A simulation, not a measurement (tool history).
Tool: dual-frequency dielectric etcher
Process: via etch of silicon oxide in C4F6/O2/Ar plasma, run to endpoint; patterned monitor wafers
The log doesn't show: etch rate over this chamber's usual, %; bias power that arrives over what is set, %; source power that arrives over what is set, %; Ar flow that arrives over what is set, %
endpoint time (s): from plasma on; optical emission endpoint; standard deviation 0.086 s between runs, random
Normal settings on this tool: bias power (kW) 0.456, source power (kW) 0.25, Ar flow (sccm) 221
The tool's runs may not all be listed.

run,hour,bias power (kW),source power (kW),Ar flow (sccm),wafers since the last listed run,hours since the last wet clean,hours since the last bias power generator calibration,hours since the last source power generator calibration,hours since the last Ar flow controller change,hours since the last upper electrode change,"incoming incoming film thickness, nm",endpoint time (s)
1,0,0.479,0.25,221,0,316,4750,3695.8,1666,3284.7,102.7,27
2,21.3,0.479,0.25,221,395,337.3,4771.3,3717.1,1687.3,3306,102.4,26.8
3,51.2,0.479,0.25,221,555,367.2,4801.2,3747,1717.2,3335.9,102.8,26.6
4,70.7,0.456,0.25,221,362,386.7,4820.7,3766.5,1736.7,3355.4,102.8,27.1
5,84.6,0.456,0.25,196,258,400.6,4834.6,3780.4,1750.6,3369.3,102.6,26.7
6,97.5,0.456,0.25,221,239,413.5,4847.5,3793.3,1763.5,3382.2,103.6,27.5
7,124,0.456,0.25,221,492,440,4874,3819.8,1790,3408.7,103.2,27.1
8,143.1,0.456,0.25,221,354,459.1,4893.1,3838.9,1809.1,3427.8,102.1,26.9
9,177.1,0.37,0.25,204,631,493.1,4927.1,3872.9,1843.1,3461.8,102,28
10,198.4,0.37,0.25,204,395,514.4,4948.4,3894.2,1864.4,3483.1,102.5,27.9
# hour 241.2: wet clean of the chamber
# hour 249.1: upper electrode replaced
11,249.6,0.456,0.25,221,357,8.4,4999.6,3945.4,1915.6,0.5,102.1,27.3
12,253.7,0.456,0.25,221,76,12.5,5003.7,3949.5,1919.7,4.6,102.7,27.3
13,276,0.567,0.19,221,414,34.8,5026,3971.8,1942,26.9,103,29.6
14,303.7,0.456,0.25,221,514,62.5,5053.7,3999.5,1969.7,54.6,101.1,26.8
15,339.7,0.508,0.21,221,669,98.5,5089.7,4035.5,2005.7,90.6,102.7,28.9
16,361.7,0.497,0.25,169,408,120.5,5111.7,4057.5,2027.7,112.6,104.6,26.7
# hour 388: bias power generator calibrated
17,418.2,0.456,0.25,175,975,177,30.2,4114,2084.2,169.1,102.6,26.6
# hour 437.1: Ar flow controller replaced
18,449.3,0.544,0.27,260,466,208.1,61.3,4145.1,12.2,200.2,103.4,25.8
# hour 458.6: source power generator calibrated
19,476.6,0.456,0.25,221,433,235.4,88.6,18,39.5,227.5,103.8,27.4
20,492.2,0.504,0.21,200,289,251,104.2,33.6,55.1,243.1,101.6,28.2
21,589.8,0.397,0.25,267,1814,348.6,201.8,131.2,152.7,340.7,103.5,28.5
22,605.9,0.519,0.3,221,299,364.7,217.9,147.3,168.8,356.8,102.6,24.1
23,633.7,0.528,0.25,205,516,392.5,245.7,175.1,196.6,384.6,102.1,25.7
24,655.5,0.456,0.25,200,405,414.3,267.5,196.9,218.4,406.4,102.2,26.5
25,683.4,0.495,0.23,268,518,442.2,295.4,224.8,246.3,434.3,102.2,27.9

Predict each of these 3 candidate next runs independently; none follows another, all start after run 25:
A,683.8,0.456,0.25,221,7,442.6,295.8,225.2,246.7,434.7,102.6,?
B,683.8,0.456,0.21,172,7,442.6,295.8,225.2,246.7,434.7,102.6,?
C,683.8,0.544,0.2,221,7,442.6,295.8,225.2,246.7,434.7,102.6,?

run,endpoint time (s)
A,27.1
B,28.7
C,28.8
Without the tool's hidden state the same runs would have given:
run,endpoint time (s)
A,27.6
B,29.3
C,29.3
